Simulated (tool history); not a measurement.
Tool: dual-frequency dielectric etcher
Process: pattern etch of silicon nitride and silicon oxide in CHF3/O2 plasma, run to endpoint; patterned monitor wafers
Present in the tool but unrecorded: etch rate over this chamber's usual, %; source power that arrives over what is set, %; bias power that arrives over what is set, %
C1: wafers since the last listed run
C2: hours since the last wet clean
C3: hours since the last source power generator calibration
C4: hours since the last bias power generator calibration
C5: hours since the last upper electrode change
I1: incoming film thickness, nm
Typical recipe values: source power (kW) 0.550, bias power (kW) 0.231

run 1 hour=0.0 | source_power_(kW)=0.550 bias_power_(kW)=0.197 | C1=0 C2=400.2 C3=2784.0 C4=3500.1 C5=5181.5 | I1=246.6 | endpoint_time_(s)=159.9
run 2 hour=94.1 | source_power_(kW)=0.550 bias_power_(kW)=0.197 | C1=424 C2=494.3 C3=2878.1 C4=3594.2 C5=5275.6 | I1=247.3 | endpoint_time_(s)=161.3
run 3 hour=183.5 | source_power_(kW)=0.550 bias_power_(kW)=0.231 | C1=402 C2=583.7 C3=2967.5 C4=3683.6 C5=5365.0 | I1=247.7 | endpoint_time_(s)=154.8
-- hour=294.6 wet clean of the chamber
run 4 hour=295.1 | source_power_(kW)=0.550 bias_power_(kW)=0.231 | C1=394 C2=0.5 C3=3079.1 C4=3795.2 C5=5476.6 | I1=245.7 | endpoint_time_(s)=154.0
run 5 hour=338.7 | source_power_(kW)=0.550 bias_power_(kW)=0.202 | C1=196 C2=44.1 C3=3122.7 C4=3838.8 C5=5520.2 | I1=248.0 | endpoint_time_(s)=161.1
run 6 hour=539.1 | source_power_(kW)=0.550 bias_power_(kW)=0.202 | C1=902 C2=244.5 C3=3323.1 C4=4039.2 C5=5720.6 | I1=246.2 | endpoint_time_(s)=159.5
run 7 hour=618.2 | source_power_(kW)=0.440 bias_power_(kW)=0.231 | C1=356 C2=323.6 C3=3402.2 C4=4118.3 C5=5799.7 | I1=249.1 | endpoint_time_(s)=173.4
run 8 hour=656.2 | source_power_(kW)=0.550 bias_power_(kW)=0.231 | C1=171 C2=361.6 C3=3440.2 C4=4156.3 C5=5837.7 | I1=249.2 | endpoint_time_(s)=155.9
run 9 hour=721.8 | source_power_(kW)=0.550 bias_power_(kW)=0.231 | C1=295 C2=427.2 C3=3505.8 C4=4221.9 C5=5903.3 | I1=245.9 | endpoint_time_(s)=154.2
run 10 hour=803.6 | source_power_(kW)=0.550 bias_power_(kW)=0.231 | C1=368 C2=509.0 C3=3587.6 C4=4303.7 C5=5985.1 | I1=247.6 | endpoint_time_(s)=154.5
-- hour=878.6 wet clean of the chamber
run 11 hour=889.5 | source_power_(kW)=0.550 bias_power_(kW)=0.231 | C1=278 C2=10.9 C3=3673.5 C4=4389.6 C5=6071.0 | I1=247.2 | endpoint_time_(s)=154.6
run 12 hour=972.4 | source_power_(kW)=0.610 bias_power_(kW)=0.277 | C1=373 C2=93.8 C3=3756.4 C4=4472.5 C5=6153.9 | I1=247.0 | endpoint_time_(s)=139.6
-- hour=1063.7 upper electrode replaced, of another model than before
run 13 hour=1064.2 | source_power_(kW)=0.610 bias_power_(kW)=0.277 | C1=305 C2=185.6 C3=3848.2 C4=4564.3 C5=0.5 | I1=246.3 | endpoint_time_(s)=136.0
run 14 hour=1104.1 | source_power_(kW)=0.610 bias_power_(kW)=0.277 | C1=179 C2=225.5 C3=3888.1 C4=4604.2 C5=40.4 | I1=247.1 | endpoint_time_(s)=137.6
run 15 hour=1152.6 | source_power_(kW)=0.550 bias_power_(kW)=0.231 | C1=218 C2=274.0 C3=3936.6 C4=4652.7 C5=88.9 | I1=246.3 | endpoint_time_(s)=156.0
run 16 hour=1188.8 | source_power_(kW)=0.550 bias_power_(kW)=0.231 | C1=163 C2=310.2 C3=3972.8 C4=4688.9 C5=125.1 | I1=247.0 | endpoint_time_(s)=156.9
run 17 hour=1244.2 | source_power_(kW)=0.430 bias_power_(kW)=0.179 | C1=249 C2=365.6 C3=4028.2 C4=4744.3 C5=180.5 | I1=247.5 | endpoint_time_(s)=208.5
-- hour=1254.1 bias power generator calibrated
run 18 hour=1311.5 | source_power_(kW)=0.650 bias_power_(kW)=0.214 | C1=285 C2=432.9 C3=4095.5 C4=57.4 C5=247.8 | I1=247.4 | endpoint_time_(s)=143.9
run 19 hour=1453.0 | source_power_(kW)=0.550 bias_power_(kW)=0.253 | C1=637 C2=574.4 C3=4237.0 C4=198.9 C5=389.3 | I1=245.8 | endpoint_time_(s)=152.2
-- hour=1488.1 wet clean of the chamber
run 20 hour=1513.6 | source_power_(kW)=0.450 bias_power_(kW)=0.210 | C1=164 C2=25.5 C3=4297.6 C4=259.5 C5=449.9 | I1=247.2 | endpoint_time_(s)=189.6
-- hour=1598.7 source power generator calibrated
run 21 hour=1611.4 | source_power_(kW)=0.430 bias_power_(kW)=0.252 | C1=422 C2=123.3 C3=12.7 C4=357.3 C5=547.7 | I1=243.2 | endpoint_time_(s)=176.1
run 22 hour=1648.8 | source_power_(kW)=0.550 bias_power_(kW)=0.231 | C1=168 C2=160.7 C3=50.1 C4=394.7 C5=585.1 | I1=249.7 | endpoint_time_(s)=154.0
run 23 hour=1756.0 | source_power_(kW)=0.550 bias_power_(kW)=0.202 | C1=483 C2=267.9 C3=157.3 C4=501.9 C5=692.3 | I1=245.3 | endpoint_time_(s)=158.0
run 24 hour=1830.7 | source_power_(kW)=0.550 bias_power_(kW)=0.231 | C1=336 C2=342.6 C3=232.0 C4=576.6 C5=767.0 | I1=247.5 | endpoint_time_(s)=152.6
run 25 hour=1926.7 | source_power_(kW)=0.490 bias_power_(kW)=0.286 | C1=432 C2=438.6 C3=328.0 C4=672.6 C5=863.0 | I1=249.4 | endpoint_time_(s)=156.8
run 26 hour=1987.3 | source_power_(kW)=0.680 bias_power_(kW)=0.248 | C1=273 C2=499.2 C3=388.6 C4=733.2 C5=923.6 | I1=248.1 | endpoint_time_(s)=129.9
run 27 hour=2062.0 | source_power_(kW)=0.420 bias_power_(kW)=0.270 | C1=336 C2=573.9 C3=463.3 C4=807.9 C5=998.3 | I1=248.7 | endpoint_time_(s)=182.3
-- hour=2123.2 wet clean of the chamber
run 28 hour=2166.0 | source_power_(kW)=0.550 bias_power_(kW)=0.231 | C1=360 C2=42.8 C3=567.3 C4=911.9 C5=1102.3 | I1=247.3 | endpoint_time_(s)=154.0
run 29 hour=2210.3 | source_power_(kW)=0.550 bias_power_(kW)=0.231 | C1=199 C2=87.1 C3=611.6 C4=956.2 C5=1146.6 | I1=247.8 | endpoint_time_(s)=155.0
run 30 hour=2277.0 | source_power_(kW)=0.480 bias_power_(kW)=0.231 | C1=300 C2=153.8 C3=678.3 C4=1022.9 C5=1213.3 | I1=248.5 | endpoint_time_(s)=170.7
run 31 hour=2371.0 | source_power_(kW)=0.590 bias_power_(kW)=0.262 | C1=423 C2=247.8 C3=772.3 C4=1116.9 C5=1307.3 | I1=249.0 | endpoint_time_(s)=140.4
run 32 hour=2477.3 | source_power_(kW)=0.550 bias_power_(kW)=0.231 | C1=478 C2=354.1 C3=878.6 C4=1223.2 C5=1413.6 | I1=249.1 | endpoint_time_(s)=154.8

Consider 5 possible next runs. They are alternatives, not a sequence: every one starts from the tool as it was left by run 32. What does each give?
run A hour=2477.8 | source_power_(kW)=0.620 bias_power_(kW)=0.231 | C1=2 C2=354.6 C3=879.1 C4=1223.7 C5=1414.1 | I1=245.3 | endpoint_time_(s)=?
run B hour=2477.8 | source_power_(kW)=0.550 bias_power_(kW)=0.260 | C1=2 C2=354.6 C3=879.1 C4=1223.7 C5=1414.1 | I1=245.3 | endpoint_time_(s)=?
run C hour=2477.8 | source_power_(kW)=0.640 bias_power_(kW)=0.200 | C1=2 C2=354.6 C3=879.1 C4=1223.7 C5=1414.1 | I1=245.3 | endpoint_time_(s)=?
run D hour=2477.8 | source_power_(kW)=0.600 bias_power_(kW)=0.279 | C1=2 C2=354.6 C3=879.1 C4=1223.7 C5=1414.1 | I1=245.3 | endpoint_time_(s)=?
run E hour=2477.8 | source_power_(kW)=0.550 bias_power_(kW)=0.276 | C1=2 C2=354.6 C3=879.1 C4=1223.7 C5=1414.1 | I1=245.3 | endpoint_time_(s)=?

run=A endpoint_time_(s)=140.9
run=B endpoint_time_(s)=146.7
run=C endpoint_time_(s)=144.8
run=D endpoint_time_(s)=134.9
run=E endpoint_time_(s)=143.7
Had the tool no hidden state, the same runs would have come out as:
run=A endpoint_time_(s)=137.8
run=B endpoint_time_(s)=143.5
run=C endpoint_time_(s)=141.6
run=D endpoint_time_(s)=131.9
run=E endpoint_time_(s)=140.5
